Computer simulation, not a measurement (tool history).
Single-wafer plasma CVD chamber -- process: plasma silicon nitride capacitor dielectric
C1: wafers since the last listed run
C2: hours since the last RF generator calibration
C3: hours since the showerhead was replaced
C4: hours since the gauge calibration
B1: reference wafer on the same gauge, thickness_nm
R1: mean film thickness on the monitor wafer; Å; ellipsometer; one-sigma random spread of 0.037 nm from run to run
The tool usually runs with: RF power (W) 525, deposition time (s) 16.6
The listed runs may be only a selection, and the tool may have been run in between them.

{"run": 1, "hour": 0.0, "RF power (W)": 525, "deposition time (s)": 18.5, "C1": 0, "C2": 2522.7, "C3": 6505.7, "C4": 160.9, "B1": 21.311, "R1": 276.52}
{"run": 2, "hour": 15.6, "RF power (W)": 525, "deposition time (s)": 18.5, "C1": 373, "C2": 2538.3, "C3": 6521.3, "C4": 176.5, "B1": 21.317, "R1": 278.01}
{"run": 3, "hour": 32.5, "RF power (W)": 525, "deposition time (s)": 18.5, "C1": 404, "C2": 2555.2, "C3": 6538.2, "C4": 193.4, "B1": 21.299, "R1": 276.41}
{"run": 4, "hour": 46.7, "RF power (W)": 525, "deposition time (s)": 16.6, "C1": 339, "C2": 2569.4, "C3": 6552.4, "C4": 207.6, "B1": 21.297, "R1": 249.35}
{"run": 5, "hour": 55.8, "RF power (W)": 525, "deposition time (s)": 16.6, "C1": 217, "C2": 2578.5, "C3": 6561.5, "C4": 216.7, "B1": 21.298, "R1": 248.02}
{"run": 6, "hour": 70.0, "RF power (W)": 525, "deposition time (s)": 16.6, "C1": 339, "C2": 2592.7, "C3": 6575.7, "C4": 230.9, "B1": 21.308, "R1": 249.09}
{"run": 7, "hour": 81.9, "RF power (W)": 525, "deposition time (s)": 16.6, "C1": 284, "C2": 2604.6, "C3": 6587.6, "C4": 242.8, "B1": 21.295, "R1": 248.68}
{"run": 8, "hour": 96.5, "RF power (W)": 525, "deposition time (s)": 16.6, "C1": 349, "C2": 2619.2, "C3": 6602.2, "C4": 257.4, "B1": 21.297, "R1": 249.2}
{"run": 9, "hour": 111.1, "RF power (W)": 460, "deposition time (s)": 16.6, "C1": 349, "C2": 2633.8, "C3": 6616.8, "C4": 272.0, "B1": 21.284, "R1": 238.24}
{"run": 10, "hour": 120.7, "RF power (W)": 525, "deposition time (s)": 16.6, "C1": 229, "C2": 2643.4, "C3": 6626.4, "C4": 281.6, "B1": 21.294, "R1": 249.09}
{"run": 11, "hour": 131.9, "RF power (W)": 525, "deposition time (s)": 16.6, "C1": 268, "C2": 2654.6, "C3": 6637.6, "C4": 292.8, "B1": 21.31, "R1": 248.79}
{"hour": 152.3, "done": "gauge calibrated"}
{"hour": 152.8, "done": "RF generator calibrated"}
{"run": 12, "hour": 181.9, "RF power (W)": 570, "deposition time (s)": 14.5, "C1": 1005, "C2": 29.1, "C3": 6687.6, "C4": 29.6, "B1": 21.286, "R1": 223.43}
{"run": 13, "hour": 188.7, "RF power (W)": 435, "deposition time (s)": 15.5, "C1": 162, "C2": 35.9, "C3": 6694.4, "C4": 36.4, "B1": 21.29, "R1": 218.6}
{"hour": 211.3, "done": "showerhead replaced"}
{"run": 14, "hour": 222.6, "RF power (W)": 465, "deposition time (s)": 16.6, "C1": 619, "C2": 69.8, "C3": 11.3, "C4": 70.3, "B1": 21.312, "R1": 239.8}
{"run": 15, "hour": 234.6, "RF power (W)": 525, "deposition time (s)": 14.3, "C1": 287, "C2": 81.8, "C3": 23.3, "C4": 82.3, "B1": 21.28, "R1": 214.66}
{"run": 16, "hour": 250.5, "RF power (W)": 460, "deposition time (s)": 18.3, "C1": 380, "C2": 97.7, "C3": 39.2, "C4": 98.2, "B1": 21.312, "R1": 262.2}
{"run": 17, "hour": 265.7, "RF power (W)": 470, "deposition time (s)": 15.4, "C1": 363, "C2": 112.9, "C3": 54.4, "C4": 113.4, "B1": 21.289, "R1": 222.58}

Hidden state at the last listed run before each entry between runs and at the first one after, where it differs:
After run 11, before run 12: gauge calibrated (hour 152.3); RF generator calibrated (hour 152.8)
  no hidden state differs between the two runs
After run 13, before run 14: showerhead replaced (hour 211.3)
  no hidden state differs between the two runs
